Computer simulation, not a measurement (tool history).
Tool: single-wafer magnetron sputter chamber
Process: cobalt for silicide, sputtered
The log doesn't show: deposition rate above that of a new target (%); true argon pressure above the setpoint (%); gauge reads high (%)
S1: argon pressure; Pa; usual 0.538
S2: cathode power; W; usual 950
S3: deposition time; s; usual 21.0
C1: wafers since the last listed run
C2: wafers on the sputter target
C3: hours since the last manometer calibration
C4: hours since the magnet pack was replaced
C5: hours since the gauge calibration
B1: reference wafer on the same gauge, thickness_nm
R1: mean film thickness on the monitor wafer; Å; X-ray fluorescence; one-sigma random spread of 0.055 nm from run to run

{"run": 1, "hour": 0.0, "S1": 0.594, "S2": 950, "S3": 21.0, "C1": 0, "C2": 13026, "C3": 489.6, "C4": 5795.6, "C5": 1984.3, "B1": 8.236, "R1": 100.48}
{"run": 2, "hour": 74.4, "S1": 0.704, "S2": 950, "S3": 21.0, "C1": 1623, "C2": 14649, "C3": 564.0, "C4": 5870.0, "C5": 2058.7, "B1": 8.236, "R1": 96.87}
{"hour": 140.3, "done": "sputter target and shields replaced"}
{"run": 3, "hour": 141.8, "S1": 0.704, "S2": 950, "S3": 21.0, "C1": 1296, "C2": 33, "C3": 631.4, "C4": 5937.4, "C5": 2126.1, "B1": 8.211, "R1": 97.09}
{"run": 4, "hour": 208.9, "S1": 0.538, "S2": 950, "S3": 21.0, "C1": 1464, "C2": 1497, "C3": 698.5, "C4": 6004.5, "C5": 2193.2, "B1": 8.222, "R1": 99.88}
{"run": 5, "hour": 304.6, "S1": 0.538, "S2": 950, "S3": 21.0, "C1": 2088, "C2": 3585, "C3": 794.2, "C4": 6100.2, "C5": 2288.9, "B1": 8.2, "R1": 100.06}
{"run": 6, "hour": 341.4, "S1": 0.538, "S2": 950, "S3": 21.0, "C1": 802, "C2": 4388, "C3": 831.0, "C4": 6137.0, "C5": 2325.7, "B1": 8.233, "R1": 99.52}
{"run": 7, "hour": 416.1, "S1": 0.538, "S2": 950, "S3": 21.0, "C1": 1629, "C2": 6018, "C3": 905.7, "C4": 6211.7, "C5": 2400.4, "B1": 8.2, "R1": 99.57}
{"run": 8, "hour": 502.9, "S1": 0.538, "S2": 950, "S3": 21.0, "C1": 1893, "C2": 7912, "C3": 992.5, "C4": 6298.5, "C5": 2487.2, "B1": 8.216, "R1": 101.16}
{"run": 9, "hour": 548.4, "S1": 0.538, "S2": 950, "S3": 21.0, "C1": 992, "C2": 8905, "C3": 1038.0, "C4": 6344.0, "C5": 2532.7, "B1": 8.204, "R1": 100.35}
{"run": 10, "hour": 592.4, "S1": 0.538, "S2": 950, "S3": 21.0, "C1": 960, "C2": 9865, "C3": 1082.0, "C4": 6388.0, "C5": 2576.7, "B1": 8.195, "R1": 98.94}
{"hour": 611.5, "done": "magnet pack replaced"}
{"run": 11, "hour": 662.3, "S1": 0.538, "S2": 950, "S3": 21.0, "C1": 1350, "C2": 11215, "C3": 1151.9, "C4": 50.8, "C5": 2646.6, "B1": 8.199, "R1": 99.13}
{"run": 12, "hour": 698.9, "S1": 0.538, "S2": 950, "S3": 21.0, "C1": 798, "C2": 12014, "C3": 1188.5, "C4": 87.4, "C5": 2683.2, "B1": 8.213, "R1": 100.24}
{"hour": 742.2, "done": "sputter target and shields replaced"}
{"run": 13, "hour": 806.7, "S1": 0.538, "S2": 750, "S3": 21.0, "C1": 2177, "C2": 1406, "C3": 1296.3, "C4": 195.2, "C5": 2791.0, "B1": 8.197, "R1": 78.8}
{"run": 14, "hour": 889.2, "S1": 0.538, "S2": 950, "S3": 21.0, "C1": 1800, "C2": 3206, "C3": 1378.8, "C4": 277.7, "C5": 2873.5, "B1": 8.176, "R1": 100.06}
{"run": 15, "hour": 948.3, "S1": 0.538, "S2": 950, "S3": 23.7, "C1": 1289, "C2": 4496, "C3": 1437.9, "C4": 336.8, "C5": 2932.6, "B1": 8.174, "R1": 113.78}
{"run": 16, "hour": 1003.6, "S1": 0.538, "S2": 950, "S3": 21.0, "C1": 1206, "C2": 5702, "C3": 1493.2, "C4": 392.1, "C5": 2987.9, "B1": 8.175, "R1": 100.42}
{"run": 17, "hour": 1085.5, "S1": 0.734, "S2": 1150, "S3": 17.1, "C1": 1786, "C2": 7489, "C3": 1575.1, "C4": 474.0, "C5": 3069.8, "B1": 8.169, "R1": 93.72}
{"run": 18, "hour": 1186.8, "S1": 0.668, "S2": 750, "S3": 21.0, "C1": 2210, "C2": 9700, "C3": 1676.4, "C4": 575.3, "C5": 3171.1, "B1": 8.174, "R1": 76.79}
{"run": 19, "hour": 1268.9, "S1": 0.668, "S2": 750, "S3": 21.0, "C1": 1791, "C2": 11491, "C3": 1758.5, "C4": 657.4, "C5": 3253.2, "B1": 8.159, "R1": 77.07}
{"run": 20, "hour": 1370.3, "S1": 0.538, "S2": 1150, "S3": 16.9, "C1": 2212, "C2": 13703, "C3": 1859.9, "C4": 758.8, "C5": 3354.6, "B1": 8.18, "R1": 97.77}
{"hour": 1391.5, "done": "sputter target and shields replaced"}
{"run": 21, "hour": 1448.3, "S1": 0.473, "S2": 950, "S3": 21.0, "C1": 1527, "C2": 1239, "C3": 1937.9, "C4": 836.8, "C5": 3432.6, "B1": 8.174, "R1": 101.36}
{"run": 22, "hour": 1545.3, "S1": 0.538, "S2": 950, "S3": 21.0, "C1": 2116, "C2": 3355, "C3": 2034.9, "C4": 933.8, "C5": 3529.6, "B1": 8.171, "R1": 100.49}
{"hour": 1595.7, "done": "gauge calibrated"}
{"run": 23, "hour": 1632.5, "S1": 0.538, "S2": 950, "S3": 21.0, "C1": 1902, "C2": 5258, "C3": 2122.1, "C4": 1021.0, "C5": 36.8, "B1": 8.62, "R1": 105.34}
{"run": 24, "hour": 1711.6, "S1": 0.538, "S2": 950, "S3": 21.0, "C1": 1725, "C2": 6984, "C3": 2201.2, "C4": 1100.1, "C5": 115.9, "B1": 8.61, "R1": 105.5}
{"hour": 1725.7, "done": "capacitance manometer re-zeroed and calibrated"}
{"run": 25, "hour": 1814.1, "S1": 0.458, "S2": 1050, "S3": 25.2, "C1": 2061, "C2": 9046, "C3": 88.4, "C4": 1202.6, "C5": 218.4, "B1": 8.564, "R1": 141.36}
{"run": 26, "hour": 1861.2, "S1": 0.483, "S2": 850, "S3": 22.8, "C1": 1027, "C2": 10073, "C3": 135.5, "C4": 1249.7, "C5": 265.5, "B1": 8.552, "R1": 102.9}
{"run": 27, "hour": 1961.6, "S1": 0.484, "S2": 1050, "S3": 21.0, "C1": 2190, "C2": 12264, "C3": 235.9, "C4": 1350.1, "C5": 365.9, "B1": 8.521, "R1": 116.38}
{"run": 28, "hour": 2022.3, "S1": 0.538, "S2": 950, "S3": 18.7, "C1": 1324, "C2": 13589, "C3": 296.6, "C4": 1410.8, "C5": 426.6, "B1": 8.487, "R1": 93.2}
{"run": 29, "hour": 2063.6, "S1": 0.538, "S2": 950, "S3": 22.5, "C1": 901, "C2": 14490, "C3": 337.9, "C4": 1452.1, "C5": 467.9, "B1": 8.47, "R1": 110.7}
{"hour": 2082.0, "done": "sputter target and shields replaced"}
{"run": 30, "hour": 2151.0, "S1": 0.538, "S2": 1100, "S3": 23.5, "C1": 1732, "C2": 1505, "C3": 425.3, "C4": 1539.5, "C5": 555.3, "B1": 8.458, "R1": 132.87}
{"run": 31, "hour": 2246.4, "S1": 0.538, "S2": 950, "S3": 21.0, "C1": 2081, "C2": 3587, "C3": 520.7, "C4": 1634.9, "C5": 650.7, "B1": 8.436, "R1": 102.43}
{"run": 32, "hour": 2338.6, "S1": 0.538, "S2": 950, "S3": 21.0, "C1": 2011, "C2": 5599, "C3": 612.9, "C4": 1727.1, "C5": 742.9, "B1": 8.41, "R1": 102.67}
{"run": 33, "hour": 2393.3, "S1": 0.413, "S2": 850, "S3": 18.1, "C1": 1193, "C2": 6792, "C3": 667.6, "C4": 1781.8, "C5": 797.6, "B1": 8.404, "R1": 80.9}
{"run": 34, "hour": 2438.6, "S1": 0.466, "S2": 950, "S3": 23.5, "C1": 988, "C2": 7781, "C3": 712.9, "C4": 1827.1, "C5": 842.9, "B1": 8.377, "R1": 115.69}

How the hidden state differs across the entries between the runs, from the last listed run before each to the first after it:
Between runs 2 and 3: sputter target and shields replaced (hour 140.3)
  gauge reads high (%): -5.35 -> -5.41
  measured value less the no-hidden-state value, R1: -5.49 -> -5.55 Å
Between runs 10 and 11: magnet pack replaced (hour 611.5)
  gauge reads high (%): -5.73 -> -5.77
  measured value less the no-hidden-state value, R1: -6.02 -> -6.08 Å
Between runs 12 and 13: sputter target and shields replaced (hour 742.2)
  gauge reads high (%): -5.79 -> -5.85
  measured value less the no-hidden-state value, R1: -6.17 -> -4.89 Å
Between runs 20 and 21: sputter target and shields replaced (hour 1391.5)
  gauge reads high (%): -6.07 -> -6.09
  measured value less the no-hidden-state value, R1: -6.31 -> -6.58 Å
Between runs 22 and 23: gauge calibrated (hour 1595.7)
  gauge reads high (%): -6.12 -> -0.763
  measured value less the no-hidden-state value, R1: -6.55 -> -0.81 Å
Between runs 24 and 25: capacitance manometer re-zeroed and calibrated (hour 1725.7)
  gauge reads high (%): -1.14 -> -1.6
  measured value less the no-hidden-state value, R1: -1.22 -> -2.30 Å
Between runs 29 and 30: sputter target and shields replaced (hour 2082.0)
  gauge reads high (%): -2.56 -> -2.85
  measured value less the no-hidden-state value, R1: -2.90 -> -3.89 Å
